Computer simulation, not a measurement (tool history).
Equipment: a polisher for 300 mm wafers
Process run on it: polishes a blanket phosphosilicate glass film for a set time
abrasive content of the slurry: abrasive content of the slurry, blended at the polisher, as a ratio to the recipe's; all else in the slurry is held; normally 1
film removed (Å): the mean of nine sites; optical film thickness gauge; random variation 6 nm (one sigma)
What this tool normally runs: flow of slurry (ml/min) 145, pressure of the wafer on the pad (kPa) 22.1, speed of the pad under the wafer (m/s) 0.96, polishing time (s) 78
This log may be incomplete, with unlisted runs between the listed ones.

run	hour	flow of slurry (ml/min)	pressure of the wafer on the pad (kPa)	speed of the pad under the wafer (m/s)	abrasive content of the slurry	polishing time (s)	wafers since the last listed run	wafers polished on this pad	hours since the slurry nozzle was cleaned	hours since the head pressure was calibrated	hours since the slurry blender was calibrated	hours since the conditioning disc was replaced	incoming thickness of the incoming film, nm	film removed (Å)
1	0	145	18.6	0.96	1	78	0	1381	347.9	888.9	39.3	66.7	4619.9	6478
2	29.1	145	22.1	0.96	1	78	334	1715	377	918	68.4	95.8	4646.8	7317
3	83.9	145	22.1	0.96	1	78	629	2345	431.8	972.8	123.2	150.6	4733.7	7287
# hour 89.6: slurry nozzle cleaned
# hour 106.9: worn pad replaced by a new one
4	154.1	165	22.1	0.96	1	78	749	542	64.5	1043	193.4	220.8	4755.1	7429
# hour 183.8: slurry blender recalibrated
5	225.4	145	22.1	1.04	1	78	796	1338	135.8	1114.3	41.6	292.1	4682.8	7927
# hour 231.7: conditioning disc replaced and pad reconditioned
6	272.2	145	22.1	1.04	1	78	514	1853	182.6	1161.1	88.4	40.5	4748.1	7783
7	298	145	22.1	0.82	1	78	296	2149	208.4	1186.9	114.2	66.3	4652.1	6559
8	336.7	145	22.1	0.82	1	78	444	2594	247.1	1225.6	152.9	105	4593.1	6409
# hour 379.6: worn pad replaced by a new one
9	380.1	145	22.1	0.96	1	78	452	6	290.5	1269	196.3	148.4	4723.1	7270
10	406.7	145	22.1	0.96	1	98	305	311	317.1	1295.6	222.9	175	4685.5	9154
11	436	165	22.1	1.2	1	78	336	648	346.4	1324.9	252.2	204.3	4650	8745
# hour 449.3: slurry nozzle cleaned
# hour 472.7: slurry blender recalibrated
12	476.3	145	22.1	1.12	1	78	428	1076	27	1365.2	3.6	244.6	4694.6	8467
# hour 503.5: conditioning disc replaced and pad reconditioned
13	542	145	22.1	0.96	1	78	731	1808	92.7	1430.9	69.3	38.5	4799.1	7356
14	596.1	145	22.1	1.14	1	101	621	2430	146.8	1485	123.4	92.6	4625.2	10931
# hour 633.5: worn pad replaced by a new one
15	634	145	17.9	1.12	0.9	93	389	5	184.7	1522.9	161.3	130.5	4790.6	8001
# hour 644.4: head pressure recalibrated
16	703.8	145	28.3	0.96	1	78	778	784	254.5	59.4	231.1	200.3	4725.4	8967
# hour 747.2: slurry blender recalibrated
17	773.6	145	22.1	1.16	1	60	778	1563	324.3	129.2	26.4	270.1	4600.7	6614
# hour 797.1: conditioning disc replaced and pad reconditioned
18	821.6	145	22.1	0.96	1	78	528	2091	372.3	177.2	74.4	24.5	4757.2	7243
# hour 842.1: slurry nozzle cleaned
19	879	145	22.1	0.96	1	78	647	2739	36.9	234.6	131.8	81.9	4667.2	7220
# hour 897.2: worn pad replaced by a new one
20	927.3	125	22.1	0.76	0.8	78	508	346	85.2	282.9	180.1	130.2	4583.6	5509
21	956.5	145	22.1	0.96	1	87	335	681	114.4	312.1	209.3	159.4	4627.8	7982
# hour 975.9: slurry blender recalibrated
22	997.8	115	22.1	0.96	0.8	78	451	1133	155.7	353.4	21.9	200.7	4701.3	6909
23	1043.7	145	17.2	0.96	1	78	527	1660	201.6	399.3	67.8	246.6	4687.6	5912
# hour 1104.6: conditioning disc replaced and pad reconditioned
24	1105.1	185	22.1	1.3	1	78	682	2342	263	460.7	129.2	0.5	4741.1	9441

5 options for the next run, each taken on its own from the tool as it stands now. Forecast them:
A	1105.5	145	22.1	1.14	1	78	4	2347	263.4	461.1	129.6	0.9	4757.5	?
B	1105.5	165	26.2	1.08	0.85	78	4	2347	263.4	461.1	129.6	0.9	4757.5	?
C	1105.5	145	15.9	0.96	1	78	4	2347	263.4	461.1	129.6	0.9	4757.5	?
D	1105.5	145	22.1	0.96	1.2	78	4	2347	263.4	461.1	129.6	0.9	4757.5	?
E	1105.5	125	22.1	1.22	0.7	87	4	2347	263.4	461.1	129.6	0.9	4757.5	?

run	film removed (Å)
A	8351
B	9090
C	5450
D	7627
E	8878
Stripped of hidden state, with their random variation kept, the same runs would have yielded:
run	film removed (Å)
A	8799
B	9601
C	5743
D	8015
E	9400

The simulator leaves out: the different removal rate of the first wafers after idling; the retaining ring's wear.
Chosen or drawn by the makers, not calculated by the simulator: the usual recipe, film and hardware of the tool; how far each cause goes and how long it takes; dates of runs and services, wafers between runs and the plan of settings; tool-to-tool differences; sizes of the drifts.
